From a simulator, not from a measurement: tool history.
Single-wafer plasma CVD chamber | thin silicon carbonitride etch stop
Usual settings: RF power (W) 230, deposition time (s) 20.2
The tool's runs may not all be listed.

run     day  RF power (W)  deposition time (s)  read-back reference wafer on the same gauge, thickness_nm  mean film thickness on the monitor wafer (angstrom)
  1   0.000           220                 20.2                                                     12.899                                               116.07
  2   1.325           230                 20.2                                                     12.894                                               117.78
      2.671  -- gauge calibrated
  3   2.908           210                 20.2                                                     12.894                                               114.50
  4   5.742           230                 20.2                                                     12.891                                               117.66
  5   7.417           230                 20.2                                                     12.897                                               117.54
  6   9.717           230                 20.2                                                     12.903                                               117.13
  7  10.938           230                 20.2                                                     12.912                                               117.36
  8  13.412           230                 20.2                                                     12.893                                               116.93
  9  14.417           230                 20.2                                                     12.902                                               116.99
 10  19.071           230                 21.2                                                     12.908                                               122.69
 11  21.675           230                 21.2                                                     12.913                                               122.03
     23.146  -- RF generator calibrated
 12  23.450           230                 23.0                                                     12.906                                               135.14
 13  24.921           195                 17.8                                                     12.897                                                99.25
     26.517  -- showerhead replaced
 14  27.125           230                 20.2                                                     12.893                                               118.83
     27.592  -- thermocouple changed; heater temperature recalibrated
 15  28.158           205                 20.2                                                     12.896                                               114.87
 16  29.692           200                 17.1                                                     12.886                                                96.07
 17  32.129           230                 20.2                                                     12.914                                               118.72
 18  33.233           215                 20.2                                                     12.918                                               116.39
     35.804  -- gauge calibrated
 19  42.088           205                 16.7                                                     12.916                                                94.27
 20  43.158           275                 23.7                                                     12.903                                               146.61
 21  44.671           215                 18.0                                                     12.915                                               103.47
 22  47.508           230                 23.0                                                     12.908                                               134.62

The same runs without the tool's hidden state, with the same run-to-run variation:
The hidden state here: wafer temperature above the value expected at the setpoint (K); delivered RF power above the setpoint (%); gauge reads high (%).
run  mean film thickness on the monitor wafer (angstrom)
  1                                               116.98
  2                                               118.78
  3                                               115.56
  4                                               118.94
  5                                               118.94
  6                                               118.70
  7                                               119.04
  8                                               118.81
  9                                               118.96
 10                                               125.23
 11                                               124.85
 12                                               135.27
 13                                                99.35
 14                                               118.97
 15                                               115.01
 16                                                96.20
 17                                               118.92
 18                                               116.61
 19                                                94.67
 20                                               147.28
 21                                               104.00
 22                                               135.47
